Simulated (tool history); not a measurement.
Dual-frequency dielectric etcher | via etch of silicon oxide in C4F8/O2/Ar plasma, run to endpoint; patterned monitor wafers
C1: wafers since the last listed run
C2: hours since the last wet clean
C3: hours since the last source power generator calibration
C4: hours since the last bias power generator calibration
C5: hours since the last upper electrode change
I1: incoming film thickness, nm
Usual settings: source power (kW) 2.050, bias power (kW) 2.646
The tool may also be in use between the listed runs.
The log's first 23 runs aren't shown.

run 24 hour=633.2 | source_power_(kW)=2.050 bias_power_(kW)=2.358 | C1=222 C2=29.3 C3=172.7 C4=146.3 C5=4319.6 | I1=1399.9 | endpoint_time_(s)=265.5
run 25 hour=647.0 | source_power_(kW)=2.050 bias_power_(kW)=2.646 | C1=110 C2=43.1 C3=186.5 C4=160.1 C5=4333.4 | I1=1388.9 | endpoint_time_(s)=254.7
-- hour=675.8 upper electrode replaced
run 26 hour=676.3 | source_power_(kW)=2.050 bias_power_(kW)=2.004 | C1=42 C2=72.4 C3=215.8 C4=189.4 C5=0.5 | I1=1408.0 | endpoint_time_(s)=279.9
run 27 hour=691.9 | source_power_(kW)=1.840 bias_power_(kW)=2.646 | C1=124 C2=88.0 C3=231.4 C4=205.0 C5=16.1 | I1=1393.6 | endpoint_time_(s)=263.1
run 28 hour=716.6 | source_power_(kW)=2.050 bias_power_(kW)=2.646 | C1=197 C2=112.7 C3=256.1 C4=229.7 C5=40.8 | I1=1393.3 | endpoint_time_(s)=255.6
run 29 hour=748.5 | source_power_(kW)=2.520 bias_power_(kW)=3.224 | C1=254 C2=144.6 C3=288.0 C4=261.6 C5=72.7 | I1=1391.5 | endpoint_time_(s)=227.9
run 30 hour=803.3 | source_power_(kW)=1.670 bias_power_(kW)=2.087 | C1=437 C2=199.4 C3=342.8 C4=316.4 C5=127.5 | I1=1396.1 | endpoint_time_(s)=288.5
run 31 hour=828.2 | source_power_(kW)=1.840 bias_power_(kW)=2.646 | C1=198 C2=224.3 C3=367.7 C4=341.3 C5=152.4 | I1=1395.0 | endpoint_time_(s)=262.5
run 32 hour=857.2 | source_power_(kW)=1.900 bias_power_(kW)=3.194 | C1=231 C2=253.3 C3=396.7 C4=370.3 C5=181.4 | I1=1378.0 | endpoint_time_(s)=243.2
run 33 hour=888.5 | source_power_(kW)=2.050 bias_power_(kW)=2.646 | C1=249 C2=284.6 C3=428.0 C4=401.6 C5=212.7 | I1=1395.5 | endpoint_time_(s)=254.5

3 ways to go on from here, each from the tool as it stands after run 33. What would each give?
run A hour=889.0 | source_power_(kW)=2.050 bias_power_(kW)=2.646 | C1=3 C2=285.1 C3=428.5 C4=402.1 C5=213.2 | I1=1398.9 | endpoint_time_(s)=?
run B hour=889.0 | source_power_(kW)=1.640 bias_power_(kW)=2.366 | C1=3 C2=285.1 C3=428.5 C4=402.1 C5=213.2 | I1=1398.9 | endpoint_time_(s)=?
run C hour=889.0 | source_power_(kW)=2.310 bias_power_(kW)=2.051 | C1=3 C2=285.1 C3=428.5 C4=402.1 C5=213.2 | I1=1398.9 | endpoint_time_(s)=?

run=A endpoint_time_(s)=254.6
run=B endpoint_time_(s)=278.2
run=C endpoint_time_(s)=265.1
Without the tool's hidden state the same runs would have given:
run=A endpoint_time_(s)=256.8
run=B endpoint_time_(s)=280.7
run=C endpoint_time_(s)=267.5
